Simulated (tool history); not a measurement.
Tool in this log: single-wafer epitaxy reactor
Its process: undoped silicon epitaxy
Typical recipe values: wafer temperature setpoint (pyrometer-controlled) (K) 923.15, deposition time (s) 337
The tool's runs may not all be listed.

run,hour,wafer temperature setpoint (pyrometer-controlled) (K),deposition time (s),"read-back reference wafer on the same gauge, thickness_nm",mean film thickness on the monitor wafer (nm)
1,0.0,923.15,337,48.399,47.436
2,15.2,923.15,337,48.386,47.482
3,31.6,923.15,337,48.372,47.314
4,42.2,923.15,337,48.367,47.424
5,54.6,923.15,337,48.404,47.285
# hour 61.2: gauge calibrated
6,61.3,923.15,337,48.362,47.338
7,68.8,923.15,337,48.391,47.115
8,76.2,923.15,337,48.420,47.313
9,90.7,923.15,337,48.384,47.171
10,102.6,923.15,337,48.393,47.263
11,109.9,923.15,337,48.416,47.155
12,127.6,923.15,337,48.400,47.118
13,136.2,923.15,337,48.400,47.013
# hour 147.6: pyrometer calibrated
14,153.5,914.15,359,48.386,47.523

Predict the results of run 15:
15,169.5,934.15,373,?,?

read-back reference wafer on the same gauge, thickness_nm: 48.393
mean film thickness on the monitor wafer (nm): 77.671
Had the tool carried no hidden state, the very same run would have given mean film thickness on the monitor wafer (nm) 77.072.
